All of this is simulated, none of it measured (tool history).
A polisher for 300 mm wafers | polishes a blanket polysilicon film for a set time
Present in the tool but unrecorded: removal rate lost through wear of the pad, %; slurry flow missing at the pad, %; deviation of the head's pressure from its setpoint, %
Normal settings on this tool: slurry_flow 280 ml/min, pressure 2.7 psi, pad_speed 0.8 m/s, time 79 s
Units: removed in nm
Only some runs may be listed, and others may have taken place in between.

run,day,slurry_flow,pressure,pad_speed,time,wafers since the last listed run,wafers polished on this pad,hours since the slurry nozzle was cleaned,hours since the head pressure was calibrated,"incoming thickness of the incoming film, nm",removed
1,0,280,2.7,0.88,79,0,264,263.8,883.5,2249.8,546.7
2,1.471,280,2.7,0.88,79,260,524,299.1,918.8,2287.8,539.9
3,2.754,280,2.7,0.88,79,227,752,329.9,949.6,2267.7,533.7
4,3.842,280,2.7,0.8,79,192,944,356,975.7,2268.1,502.4
# day 6.146: worn pad replaced by a new one
# day 7.4: slurry nozzle cleaned
5,7.792,280,2.7,0.8,79,662,284,9.4,1070.5,2284.6,546.3
6,9.117,280,2.7,0.8,79,234,518,41.2,1102.3,2278.5,548
7,10.325,315,2.7,0.8,79,213,732,70.2,1131.3,2314.7,548
8,11.612,315,2.7,0.8,79,227,960,101.1,1162.2,2274.2,545.3
9,12.604,315,2.7,0.8,79,175,1136,124.9,1186,2276.1,554.5
# day 13.129: worn pad replaced by a new one
10,13.488,225,2.7,0.8,79,126,63,146.1,1207.2,2304.3,531.5
# day 14.396: head pressure recalibrated
11,14.417,225,2.7,0.8,79,149,212,168.4,0.5,2334,489.9
12,15.321,280,2.7,0.9,90,160,373,190.1,22.2,2285.9,612.2
13,16.533,280,2.7,0.8,79,214,587,219.2,51.3,2253,489.3
14,17.292,280,3.3,0.8,79,134,721,237.4,69.5,2308.9,580.8
15,18.554,280,2.7,0.8,79,223,945,267.7,99.8,2302.6,493
16,19.829,280,2.7,0.8,79,225,1171,298.3,130.4,2298.1,484
17,20.375,280,3.2,0.8,79,96,1267,311.4,143.5,2279.1,559.5
# day 21.688: worn pad replaced by a new one
18,21.708,280,2.7,0.8,79,206,3,343.4,175.5,2296.5,477.4
19,22.842,280,3.4,0.98,101,200,204,370.6,202.7,2266.8,860
20,23.517,280,2.7,0.8,79,119,323,386.8,218.9,2303.9,480.1
21,24.571,280,2.7,0.8,79,186,510,412.1,244.2,2283.2,486.5
# day 24.967: slurry nozzle cleaned
22,25.629,280,2.7,0.8,79,179,690,15.9,269.6,2282.8,509.8
23,28.492,280,2.7,0.8,79,506,1197,84.6,338.3,2302.7,488.6
24,29.646,280,3,0.88,79,204,1401,112.3,366,2282.9,585.6
# day 30.092: worn pad replaced by a new one
25,30.233,250,3.4,0.8,96,74,25,126.4,380.1,2267,742.1

Expected results for the next run?
26,30.958,280,1.8,0.54,79,128,153,143.8,397.5,2333.7,?

removed: 283.7 nm
Without the tool's hidden state the same run would have given removed 284 nm.

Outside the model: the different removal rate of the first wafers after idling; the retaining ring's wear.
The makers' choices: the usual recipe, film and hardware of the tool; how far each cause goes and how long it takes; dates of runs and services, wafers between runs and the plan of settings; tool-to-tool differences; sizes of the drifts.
